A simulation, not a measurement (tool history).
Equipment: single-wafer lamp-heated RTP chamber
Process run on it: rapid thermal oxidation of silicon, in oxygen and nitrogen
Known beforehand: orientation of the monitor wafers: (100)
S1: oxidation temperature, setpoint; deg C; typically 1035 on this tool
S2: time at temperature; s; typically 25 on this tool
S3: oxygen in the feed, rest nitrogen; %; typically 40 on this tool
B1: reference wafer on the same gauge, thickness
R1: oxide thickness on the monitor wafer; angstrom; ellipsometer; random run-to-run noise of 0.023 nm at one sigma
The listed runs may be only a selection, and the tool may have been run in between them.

{"run": 1, "hour": 0.0, "S1": 1020, "S2": 18, "S3": 40, "B1": 3.718, "R1": 33.76}
{"run": 2, "hour": 38.2, "S1": 1020, "S2": 18, "S3": 40, "B1": 3.724, "R1": 33.59}
{"run": 3, "hour": 74.9, "S1": 1046, "S2": 25, "S3": 40, "B1": 3.716, "R1": 44.53}
{"run": 4, "hour": 114.9, "S1": 1046, "S2": 25, "S3": 40, "B1": 3.718, "R1": 44.57}
{"run": 5, "hour": 187.6, "S1": 1046, "S2": 25, "S3": 40, "B1": 3.715, "R1": 44.83}
{"run": 6, "hour": 237.4, "S1": 1013, "S2": 25, "S3": 40, "B1": 3.729, "R1": 36.95}
{"run": 7, "hour": 321.4, "S1": 1013, "S2": 25, "S3": 40, "B1": 3.709, "R1": 37.38}
{"run": 8, "hour": 410.2, "S1": 1045, "S2": 25, "S3": 40, "B1": 3.718, "R1": 45.45}
{"run": 9, "hour": 606.5, "S1": 1045, "S2": 25, "S3": 40, "B1": 3.718, "R1": 46.39}
{"run": 10, "hour": 707.3, "S1": 1035, "S2": 25, "S3": 40, "B1": 3.725, "R1": 43.81}
{"run": 11, "hour": 758.7, "S1": 1035, "S2": 28, "S3": 40, "B1": 3.715, "R1": 45.87}
{"hour": 817.3, "done": "pyrometer window cleaned and pyrometer calibrated"}
{"run": 12, "hour": 832.0, "S1": 1035, "S2": 25, "S3": 40, "B1": 3.708, "R1": 41.59}
{"run": 13, "hour": 876.6, "S1": 1035, "S2": 25, "S3": 40, "B1": 3.725, "R1": 42.1}
{"run": 14, "hour": 936.5, "S1": 1035, "S2": 25, "S3": 40, "B1": 3.72, "R1": 41.98}
{"run": 15, "hour": 1035.8, "S1": 1035, "S2": 25, "S3": 40, "B1": 3.731, "R1": 42.06}
{"run": 16, "hour": 1085.4, "S1": 1035, "S2": 25, "S3": 56, "B1": 3.719, "R1": 47.28}
{"hour": 1115.4, "done": "gauge calibrated"}
{"run": 17, "hour": 1129.9, "S1": 1035, "S2": 34, "S3": 40, "B1": 3.717, "R1": 47.95}
{"run": 18, "hour": 1176.0, "S1": 1023, "S2": 17, "S3": 30, "B1": 3.718, "R1": 32.3}
{"run": 19, "hour": 1242.4, "S1": 1035, "S2": 37, "S3": 49, "B1": 3.715, "R1": 53.64}
{"run": 20, "hour": 1395.0, "S1": 1035, "S2": 25, "S3": 40, "B1": 3.729, "R1": 43.85}
{"run": 21, "hour": 1472.9, "S1": 1060, "S2": 25, "S3": 40, "B1": 3.713, "R1": 51.33}
{"run": 22, "hour": 1578.9, "S1": 1035, "S2": 25, "S3": 40, "B1": 3.71, "R1": 44.62}
{"run": 23, "hour": 1648.7, "S1": 1013, "S2": 25, "S3": 40, "B1": 3.722, "R1": 38.31}
{"hour": 1660.6, "done": "pyrometer window cleaned and pyrometer calibrated"}
{"run": 24, "hour": 1716.4, "S1": 1035, "S2": 25, "S3": 40, "B1": 3.723, "R1": 41.79}
{"run": 25, "hour": 1807.2, "S1": 1062, "S2": 25, "S3": 23, "B1": 3.723, "R1": 41.47}
{"run": 26, "hour": 1853.4, "S1": 1035, "S2": 30, "S3": 20, "B1": 3.711, "R1": 37.32}
{"run": 27, "hour": 1892.6, "S1": 1060, "S2": 25, "S3": 40, "B1": 3.729, "R1": 50.16}
{"run": 28, "hour": 2106.4, "S1": 1062, "S2": 25, "S3": 40, "B1": 3.714, "R1": 51.29}
{"hour": 2242.6, "done": "oxygen flow controller replaced"}
{"hour": 2307.4, "done": "pyrometer window cleaned and pyrometer calibrated"}
{"run": 29, "hour": 2366.3, "S1": 1035, "S2": 25, "S3": 40, "B1": 3.72, "R1": 41.91}
{"run": 30, "hour": 2443.7, "S1": 1035, "S2": 25, "S3": 40, "B1": 3.726, "R1": 41.81}
{"run": 31, "hour": 2491.5, "S1": 1035, "S2": 37, "S3": 49, "B1": 3.728, "R1": 52.64}
{"run": 32, "hour": 2545.7, "S1": 1043, "S2": 34, "S3": 40, "B1": 3.72, "R1": 50.42}
{"run": 33, "hour": 2649.7, "S1": 1035, "S2": 25, "S3": 19, "B1": 3.725, "R1": 34.81}
{"run": 34, "hour": 2732.7, "S1": 1035, "S2": 14, "S3": 40, "B1": 3.716, "R1": 34.92}
{"run": 35, "hour": 2776.7, "S1": 1062, "S2": 25, "S3": 40, "B1": 3.708, "R1": 51.47}
{"run": 36, "hour": 2827.3, "S1": 1045, "S2": 19, "S3": 40, "B1": 3.721, "R1": 41.48}
{"run": 37, "hour": 2933.6, "S1": 1013, "S2": 34, "S3": 40, "B1": 3.715, "R1": 42.9}
{"run": 38, "hour": 3040.1, "S1": 1035, "S2": 25, "S3": 21, "B1": 3.707, "R1": 36.34}
{"run": 39, "hour": 3119.3, "S1": 1035, "S2": 22, "S3": 56, "B1": 3.723, "R1": 47.37}

Branching from run 39: 3 alternative next runs. What would each branch give?
{"run": "A", "hour": 3119.7, "S1": 1035, "S2": 25, "S3": 40, "B1": "?", "R1": "?"}
{"run": "B", "hour": 3119.7, "S1": 1057, "S2": 37, "S3": 17, "B1": "?", "R1": "?"}
{"run": "C", "hour": 3119.7, "S1": 1012, "S2": 25, "S3": 17, "B1": "?", "R1": "?"}

run=A B1=3.721 R1=44.33
run=B B1=3.721 R1=45.12
run=C B1=3.721 R1=30.99
What these runs would have given with no unlogged condition in the tool:
run=A R1=41.25
run=B R1=42.13
run=C R1=29.54

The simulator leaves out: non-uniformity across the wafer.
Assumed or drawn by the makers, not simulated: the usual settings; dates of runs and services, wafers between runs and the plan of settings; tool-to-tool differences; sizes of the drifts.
